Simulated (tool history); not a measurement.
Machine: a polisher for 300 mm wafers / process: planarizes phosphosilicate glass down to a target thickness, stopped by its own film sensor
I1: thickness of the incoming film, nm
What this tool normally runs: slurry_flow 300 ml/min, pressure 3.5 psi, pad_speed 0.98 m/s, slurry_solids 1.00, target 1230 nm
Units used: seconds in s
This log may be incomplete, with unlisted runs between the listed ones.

Run 1, day 0.000: usual settings; I1 1876.4. Result: seconds 71.2 s.
At day 1.738: worn pad replaced by a new one.
Run 2, day 3.608: usual settings; I1 1858.0. Result: seconds 66.8 s.
At day 5.829: slurry blender recalibrated.
Run 3, day 5.988: usual settings; I1 1866.9. Result: seconds 68.3 s.
Run 4, day 9.975: usual settings; I1 1865.4. Result: seconds 68.6 s.
At day 12.358: worn pad replaced by a new one.
Run 5, day 13.375: usual settings; I1 1915.2. Result: seconds 72.7 s.
At day 15.146: slurry blender recalibrated.
At day 15.708: slurry nozzle cleaned.
Run 6, day 17.379: usual settings but slurry_flow 275 ml/min; I1 1900.0. Result: seconds 71.4 s.
At day 17.704: conditioning disc replaced and pad reconditioned.
Run 7, day 19.183: usual settings but slurry_flow 275 ml/min; I1 1874.3. Result: seconds 69.1 s.
Run 8, day 21.112: usual settings but slurry_flow 340 ml/min, pressure 3.1 psi, slurry_solids 1.15, target 1087 nm; I1 1913.1. Result: seconds 92.2 s.
At day 21.629: worn pad replaced by a new one.
At day 24.346: head pressure recalibrated.
At day 25.725: slurry blender recalibrated.
At day 32.529: worn pad replaced by a new one.
Run 9, day 33.242: usual settings but pressure 2.4 psi, pad_speed 1.14 m/s, slurry_solids 0.75; I1 1912.8. Result: seconds 102.4 s.
Run 10, day 34.917: usual settings; I1 1894.3. Result: seconds 69.5 s.
At day 37.446: slurry blender recalibrated.
Run 11, day 37.458: usual settings but pressure 3.1 psi, target 1110 nm; I1 1910.3. Result: seconds 97.2 s.
At day 40.138: conditioning disc replaced and pad reconditioned.
At day 41.667: worn pad replaced by a new one.
Run 12, day 41.829: usual settings but pad_speed 1.16 m/s, target 1402 nm; I1 1878.9. Result: seconds 45.3 s.
Run 13, day 43.862: usual settings but pressure 4.5 psi, target 1161 nm; I1 1855.8. Result: seconds 57.7 s.
At day 48.262: slurry blender recalibrated.
Run 14, day 48.342: usual settings but pad_speed 1.26 m/s, slurry_solids 1.15, target 1106 nm; I1 1900.1. Result: seconds 66.6 s.
At day 48.412: slurry nozzle cleaned.
Run 15, day 51.292: usual settings; I1 1885.7. Result: seconds 71.8 s.

Forecast each of these 5 alternatives for the next run:
Run A, day 51.308: usual settings; I1 1868.4. Result: seconds ?.
Run B, day 51.308: usual settings but slurry_flow 395 ml/min, pressure 4.0 psi, slurry_solids 0.90, target 1388 nm; I1 1868.4. Result: seconds ?.
Run C, day 51.308: usual settings but slurry_flow 215 ml/min, pad_speed 0.86 m/s; I1 1868.4. Result: seconds ?.
Run D, day 51.308: usual settings but slurry_flow 265 ml/min; I1 1868.4. Result: seconds ?.
Run E, day 51.308: usual settings but pad_speed 1.32 m/s, target 1302 nm; I1 1868.4. Result: seconds ?.

run  seconds
  A     68.6
  B     45.3
  C     79.3
  D     69.5
  E     48.0
With the hidden condition removed and each run's random variation left untouched, the same runs would have given:
run  seconds
  A     68.6
  B     45.3
  C     79.3
  D     69.5
  E     48.0
